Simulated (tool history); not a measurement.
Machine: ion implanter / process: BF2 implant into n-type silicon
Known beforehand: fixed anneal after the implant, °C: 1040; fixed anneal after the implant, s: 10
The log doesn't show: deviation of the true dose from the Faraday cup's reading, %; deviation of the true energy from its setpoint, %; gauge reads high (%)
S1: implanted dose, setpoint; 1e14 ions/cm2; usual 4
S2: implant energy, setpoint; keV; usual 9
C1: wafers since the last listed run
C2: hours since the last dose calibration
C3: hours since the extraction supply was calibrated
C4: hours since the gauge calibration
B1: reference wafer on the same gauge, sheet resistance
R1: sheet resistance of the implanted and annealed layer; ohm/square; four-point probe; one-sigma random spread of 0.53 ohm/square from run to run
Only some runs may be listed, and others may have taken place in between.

run 1 day=0 | S1=3.14 S2=7.5 | C1=0 C2=1292.5 C3=5736.1 C4=379 | B1=414.91 | R1=437.53
run 2 day=1.254 | S1=3.14 S2=7.5 | C1=449 C2=1322.6 C3=5766.2 C4=409.1 | B1=415 | R1=440.02
-- day=3.571 gauge calibrated
run 3 day=5.533 | S1=3.14 S2=7.5 | C1=1534 C2=1425.3 C3=5868.9 C4=47.1 | B1=415.27 | R1=439.06
run 4 day=6.158 | S1=4 S2=9 | C1=224 C2=1440.3 C3=5883.9 C4=62.1 | B1=414.83 | R1=359.25
run 5 day=7.421 | S1=4 S2=9 | C1=452 C2=1470.6 C3=5914.2 C4=92.4 | B1=415.19 | R1=359.42
run 6 day=8.158 | S1=4 S2=9 | C1=264 C2=1488.3 C3=5931.9 C4=110.1 | B1=414.75 | R1=358.98
run 7 day=9.112 | S1=4.47 S2=9 | C1=342 C2=1511.2 C3=5954.8 C4=133 | B1=415.02 | R1=336.43
run 8 day=10.571 | S1=4.47 S2=9 | C1=523 C2=1546.2 C3=5989.8 C4=168 | B1=414.77 | R1=335.69
run 9 day=11.617 | S1=4.9 S2=10 | C1=375 C2=1571.3 C3=6014.9 C4=193.1 | B1=415.09 | R1=307.8
run 10 day=15.35 | S1=4 S2=9 | C1=1339 C2=1660.9 C3=6104.5 C4=282.7 | B1=415.09 | R1=361.26
run 11 day=16.396 | S1=4 S2=9 | C1=375 C2=1686 C3=6129.6 C4=307.8 | B1=414.56 | R1=360.21
run 12 day=17.308 | S1=4 S2=9 | C1=327 C2=1707.9 C3=6151.5 C4=329.7 | B1=415.17 | R1=359.93
run 13 day=18.046 | S1=4 S2=9 | C1=264 C2=1725.6 C3=6169.2 C4=347.4 | B1=415.34 | R1=361.09
run 14 day=19.354 | S1=4 S2=9 | C1=469 C2=1757 C3=6200.6 C4=378.8 | B1=415.12 | R1=361.75
-- day=19.567 gauge calibrated
run 15 day=20.158 | S1=4.32 S2=9 | C1=288 C2=1776.3 C3=6219.9 C4=14.2 | B1=414.98 | R1=344.07

Run 16 is up next; what results do you expect?
run 16 day=21.592 | S1=3.14 S2=7.5 | C1=514 C2=1810.7 C3=6254.3 C4=48.6 | B1=? | R1=?

B1: 415.02
R1: 442.79 ohm/square
Were there no unlogged condition in the tool, this run, its random variation unchanged, would have produced R1 435.1 ohm/square.
